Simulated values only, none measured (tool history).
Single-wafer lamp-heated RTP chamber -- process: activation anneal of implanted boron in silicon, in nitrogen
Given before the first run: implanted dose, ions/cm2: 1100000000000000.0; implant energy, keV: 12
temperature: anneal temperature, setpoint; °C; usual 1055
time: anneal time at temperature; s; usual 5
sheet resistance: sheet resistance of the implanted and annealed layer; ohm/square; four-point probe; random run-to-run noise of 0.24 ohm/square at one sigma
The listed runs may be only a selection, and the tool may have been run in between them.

run   hour  temperature  time  read-back reference wafer on the same gauge, sheet resistance  sheet resistance
  1      0         1055     5                                                         156.94            129.45
  2   16.7         1055     5                                                         156.88            129.74
  3   24.8         1055     4                                                         157.01            129.84
  4   41.4         1055     5                                                         156.88            129.12
  5   56.8         1055     5                                                         157.01            129.43
  6   70.7         1055     5                                                         156.91            129.03
  7   79.6         1055     5                                                         156.91             129.4
  8   87.2         1055     5                                                         157.12            129.27
  9     97         1041     7                                                            157            130.21
 10  106.6         1041     7                                                         156.92            130.43
 11  119.4         1041     7                                                         156.91            130.69
 12  126.4         1055     5                                                         156.97            129.08
 13  140.8         1055     5                                                         157.03               129
 14  155.2         1055     5                                                         157.02             128.9
 15    173         1063     5                                                         157.04            128.71
 16  187.7         1084     7                                                         156.94             125.4
 17  196.1         1044     7                                                         157.07             129.6
 18  207.8         1055     6                                                         157.05            130.31
 19  212.5         1070     3                                                         156.98            130.13
 20  220.8         1067     5                                                         157.01            128.94
 21  228.8         1083     3                                                         157.04            128.83
 22  240.8         1055     5                                                         156.98            129.94
 23  249.3         1042     3                                                         157.07            133.32
 24  264.7         1055     5                                                         156.96            129.89
 25  276.6         1055     5                                                         157.08            130.04
 26  288.5         1055     5                                                         156.94             129.9
 27  301.2         1034     3                                                         156.99            134.24
 28  314.9         1065     4                                                         157.02             129.4
 29  328.2         1055     5                                                         156.97            129.57
 30  335.7         1055     5                                                         156.98            129.71
 31  377.7         1045     6                                                         156.92            130.37

Missing from the log above: 4 entries noted between runs. For each, name the pair of listed runs it sits between and say how the tool's hidden condition differs from the listed run just before to the listed run just after:
Run 15 -> run 16: gauge calibrated (hour 187.3)
  true wafer temperature minus pyrometer reading, K: 10.5 -> 10.6
  the result without the hidden state subtracted from the measured one, sheet resistance: -1.13 -> -0.63 ohm/square
Run 17 -> run 18: pyrometer window cleaned and pyrometer calibrated (hour 207.3)
  true wafer temperature minus pyrometer reading, K: 10.6 -> 0.763
  the result without the hidden state subtracted from the measured one, sheet resistance: -1.62 -> -0.1 ohm/square
Run 21 -> run 22: reflector plate cleaned (hour 238.4)
  true wafer temperature minus pyrometer reading, K: 2.19 -> 2.93
  the result without the hidden state subtracted from the measured one, sheet resistance: -0.16 -> -0.4 ohm/square
Run 30 -> run 31: gauge calibrated (hour 361.2)
  true wafer temperature minus pyrometer reading, K: 7.13 -> 8.33
  the result without the hidden state subtracted from the measured one, sheet resistance: -0.95 -> -1.3 ohm/square
